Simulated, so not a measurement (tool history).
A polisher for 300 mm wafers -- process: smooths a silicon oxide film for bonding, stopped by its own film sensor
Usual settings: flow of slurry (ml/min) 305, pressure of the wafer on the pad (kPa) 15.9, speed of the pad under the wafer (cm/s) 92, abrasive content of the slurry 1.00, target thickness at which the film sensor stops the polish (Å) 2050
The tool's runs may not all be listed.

run    hour  flow of slurry (ml/min)  pressure of the wafer on the pad (kPa)  speed of the pad under the wafer (cm/s)  abrasive content of the slurry  target thickness at which the film sensor stops the polish (Å)  wafers since the last listed run  wafers polished on this pad  hours since the slurry nozzle was cleaned  hours since the head pressure was calibrated  hours since the slurry blender was calibrated  incoming thickness of the incoming film, nm  time until the film sensor stopped the polish (s)
  1     0.0                      305                                    15.9                                       92                            1.00                                                            2050                                 0                          910                                      528.7                                         421.8                                          216.3                                        253.8                                               72.8
  2    33.1                      305                                    15.9                                       92                            1.00                                                            2050                               546                         1457                                      561.8                                         454.9                                          249.4                                        248.1                                               66.6
  3    85.6                      305                                    15.9                                       92                            1.00                                                            2050                               866                         2323                                      614.3                                         507.4                                          301.9                                        254.6                                               75.4
  4   123.2                      305                                    15.9                                       92                            1.00                                                            1970                               620                         2944                                      651.9                                         545.0                                          339.5                                        252.0                                               83.6
      140.3  -- slurry nozzle cleaned
      141.3  -- worn pad replaced by a new one
  5   166.3                      305                                    15.9                                       92                            1.00                                                            2050                               677                          412                                       26.0                                         588.1                                          382.6                                        247.1                                               63.9
  6   218.3                      305                                    15.9                                       92                            1.00                                                            2050                               858                         1270                                       78.0                                         640.1                                          434.6                                        245.5                                               61.1
      224.3  -- slurry blender recalibrated
  7   271.6                      305                                    15.9                                       92                            1.00                                                            2050                               846                         2116                                      131.3                                         693.4                                           47.3                                        248.0                                               66.7
  8   303.6                      305                                    15.9                                       92                            1.00                                                            2050                               528                         2645                                      163.3                                         725.4                                           79.3                                        249.5                                               68.7
  9   333.1                      305                                    15.9                                       92                            1.00                                                            2050                               486                         3131                                      192.8                                         754.9                                          108.8                                        249.8                                               68.6
      367.0  -- worn pad replaced by a new one
 10   396.9                      305                                    15.9                                       92                            1.00                                                            2050                               986                          493                                      256.6                                         818.7                                          172.6                                        245.2                                               62.2
 11   431.3                      305                                    15.9                                       92                            1.00                                                            2050                               567                         1060                                      291.0                                         853.1                                          207.0                                        249.8                                               68.9
 12   475.5                      305                                    15.9                                       92                            1.00                                                            2050                               729                         1790                                      335.2                                         897.3                                          251.2                                        248.3                                               67.6
 13   530.9                      305                                    15.9                                       92                            1.00                                                            2050                               914                         2704                                      390.6                                         952.7                                          306.6                                        254.6                                               75.1
 14   570.9                      305                                    15.9                                       92                            1.25                                                            2050                               660                         3364                                      430.6                                         992.7                                          346.6                                        248.6                                               61.7
      585.2  -- worn pad replaced by a new one
 15   617.3                      305                                    15.9                                      124                            1.00                                                            2050                               699                          530                                      477.0                                        1039.1                                          393.0                                        247.8                                               52.2
 16   654.5                      305                                    15.9                                       92                            0.70                                                            2050                               613                         1144                                      514.2                                        1076.3                                          430.2                                        252.3                                               88.6
 17   700.0                      235                                    15.9                                       70                            1.00                                                            2210                               750                         1895                                      559.7                                        1121.8                                          475.7                                        252.5                                               62.2
      725.1  -- slurry nozzle cleaned
      725.7  -- head pressure recalibrated
 18   746.3                      305                                    15.9                                       92                            0.85                                                            2050                               737                         2632                                       21.2                                          20.6                                          522.0                                        245.2                                               68.5
      762.1  -- slurry blender recalibrated
 19   781.0                      405                                    17.2                                       92                            1.00                                                            2050                               539                         3172                                       55.9                                          55.3                                           18.9                                        247.1                                               59.7
      794.4  -- worn pad replaced by a new one
 20   850.0                      205                                    15.9                                       92                            1.00                                                            2050                              1072                          917                                      124.9                                         124.3                                           87.9                                        249.2                                               71.3
 21   912.0                      355                                    15.9                                      102                            1.00                                                            2190                              1023                         1940                                      186.9                                         186.3                                          149.9                                        249.9                                               42.4
 22   983.2                      255                                    19.3                                       70                            1.00                                                            2050                              1175                         3115                                      258.1                                         257.5                                          221.1                                        252.4                                               78.6
 23  1023.2                      305                                    11.0                                      116                            1.00                                                            2050                               660                         3775                                      298.1                                         297.5                                          261.1                                        251.8                                               77.2
     1029.9  -- worn pad replaced by a new one
 24  1066.1                      305                                    15.9                                       92                            1.00                                                            2050                               641                          597                                      341.0                                         340.4                                          304.0                                        251.2                                               70.4

5 options for the next run, each taken on its own from the tool as it stands now. Forecast them:
  A  1066.5                      305                                    15.9                                       92                            0.80                                                            2050                                 6                          604                                      341.4                                         340.8                                          304.4                                        249.2                                                  ?
  B  1066.5                      305                                    15.9                                      102                            1.20                                                            2050                                 6                          604                                      341.4                                         340.8                                          304.4                                        249.2                                                  ?
  C  1066.5                      305                                    15.9                                       92                            1.15                                                            2050                                 6                          604                                      341.4                                         340.8                                          304.4                                        249.2                                                  ?
  D  1066.5                      270                                    15.9                                       92                            1.00                                                            2050                                 6                          604                                      341.4                                         340.8                                          304.4                                        249.2                                                  ?
  E  1066.5                      305                                    15.9                                       92                            0.85                                                            1950                                 6                          604                                      341.4                                         340.8                                          304.4                                        249.2                                                  ?

run  time until the film sensor stopped the polish (s)
  A                                               77.6
  B                                               59.5
  C                                               65.7
  D                                               70.7
  E                                               92.3
Take away the tool's hidden state, keep each run's random variation, and the runs would have read:
run  time until the film sensor stopped the polish (s)
  A                                               77.6
  B                                               59.5
  C                                               65.7
  D                                               70.7
  E                                               92.3

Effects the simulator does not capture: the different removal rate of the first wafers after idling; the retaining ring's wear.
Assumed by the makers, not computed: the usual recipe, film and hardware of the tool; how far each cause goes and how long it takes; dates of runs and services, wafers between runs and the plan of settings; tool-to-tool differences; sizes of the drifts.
